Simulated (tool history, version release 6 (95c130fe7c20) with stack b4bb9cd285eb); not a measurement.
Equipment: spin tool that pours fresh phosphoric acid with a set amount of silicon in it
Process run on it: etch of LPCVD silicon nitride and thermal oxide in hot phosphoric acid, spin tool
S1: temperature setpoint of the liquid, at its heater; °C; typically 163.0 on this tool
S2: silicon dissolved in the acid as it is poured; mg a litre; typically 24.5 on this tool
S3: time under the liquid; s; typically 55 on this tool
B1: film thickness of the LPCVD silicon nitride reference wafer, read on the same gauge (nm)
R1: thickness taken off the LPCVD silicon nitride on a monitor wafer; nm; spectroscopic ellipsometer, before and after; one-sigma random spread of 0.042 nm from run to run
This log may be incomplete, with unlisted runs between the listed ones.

{"run": 1, "hour": 0.0, "S1": 163.0, "S2": 24.5, "S3": 55, "B1": 99.978, "R1": 4.513}
{"run": 2, "hour": 14.3, "S1": 165.0, "S2": 24.5, "S3": 35, "B1": 100.009, "R1": 3.091}
{"run": 3, "hour": 43.7, "S1": 164.0, "S2": 29.5, "S3": 65, "B1": 99.999, "R1": 5.581}
{"run": 4, "hour": 57.9, "S1": 163.0, "S2": 24.5, "S3": 55, "B1": 100.003, "R1": 4.506}
{"run": 5, "hour": 79.8, "S1": 164.5, "S2": 37.5, "S3": 45, "B1": 100.028, "R1": 3.891}
{"run": 6, "hour": 103.3, "S1": 163.0, "S2": 24.5, "S3": 25, "B1": 100.006, "R1": 2.093}
{"run": 7, "hour": 133.8, "S1": 166.0, "S2": 24.5, "S3": 80, "B1": 99.996, "R1": 7.171}
{"run": 8, "hour": 167.8, "S1": 164.0, "S2": 29.5, "S3": 65, "B1": 99.999, "R1": 5.6}
{"run": 9, "hour": 190.0, "S1": 164.5, "S2": 41.5, "S3": 80, "B1": 99.981, "R1": 6.907}
{"hour": 217.7, "done": "thermometer replaced"}
{"hour": 226.6, "done": "dissolved silicon flow meter replaced"}
{"run": 10, "hour": 253.9, "S1": 163.0, "S2": 24.5, "S3": 55, "B1": 100.001, "R1": 4.549}
{"run": 11, "hour": 287.7, "S1": 163.0, "S2": 18.5, "S3": 55, "B1": 100.014, "R1": 4.568}
{"run": 12, "hour": 319.2, "S1": 161.0, "S2": 9.5, "S3": 20, "B1": 99.994, "R1": 1.551}
{"run": 13, "hour": 355.5, "S1": 163.0, "S2": 24.5, "S3": 25, "B1": 99.985, "R1": 2.05}
{"run": 14, "hour": 371.8, "S1": 163.0, "S2": 7.0, "S3": 80, "B1": 100.007, "R1": 6.572}
{"run": 15, "hour": 400.2, "S1": 163.0, "S2": 24.5, "S3": 55, "B1": 100.001, "R1": 4.614}
{"run": 16, "hour": 429.4, "S1": 163.0, "S2": 10.0, "S3": 55, "B1": 99.998, "R1": 4.518}
{"run": 17, "hour": 465.1, "S1": 166.0, "S2": 24.5, "S3": 80, "B1": 99.99, "R1": 7.33}
{"run": 18, "hour": 489.1, "S1": 164.0, "S2": 24.5, "S3": 55, "B1": 99.993, "R1": 4.715}
{"run": 19, "hour": 508.1, "S1": 160.5, "S2": 19.5, "S3": 55, "B1": 100.002, "R1": 4.197}
{"run": 20, "hour": 532.7, "S1": 165.0, "S2": 38.5, "S3": 55, "B1": 99.996, "R1": 4.903}
{"run": 21, "hour": 565.4, "S1": 165.5, "S2": 24.5, "S3": 80, "B1": 100.005, "R1": 7.159}
{"run": 22, "hour": 586.0, "S1": 165.0, "S2": 40.0, "S3": 75, "B1": 100.008, "R1": 6.758}
{"run": 23, "hour": 604.1, "S1": 160.5, "S2": 18.5, "S3": 55, "B1": 100.0, "R1": 4.176}

Consider 3 possible next runs. They are alternatives, not a sequence: every one starts from the tool as it was left by run 23. What does each give?
{"run": "A", "hour": 604.5, "S1": 163.0, "S2": 39.5, "S3": 55, "B1": "?", "R1": "?"}
{"run": "B", "hour": 604.5, "S1": 161.0, "S2": 16.0, "S3": 85, "B1": "?", "R1": "?"}
{"run": "C", "hour": 604.5, "S1": 163.0, "S2": 5.5, "S3": 55, "B1": "?", "R1": "?"}

run=A B1=100.007 R1=4.549
run=B B1=100.007 R1=6.578
run=C B1=100.007 R1=4.549
With the hidden condition removed and each run's random variation left untouched, the same runs would have given:
run=A R1=4.549
run=B R1=6.578
run=C R1=4.549

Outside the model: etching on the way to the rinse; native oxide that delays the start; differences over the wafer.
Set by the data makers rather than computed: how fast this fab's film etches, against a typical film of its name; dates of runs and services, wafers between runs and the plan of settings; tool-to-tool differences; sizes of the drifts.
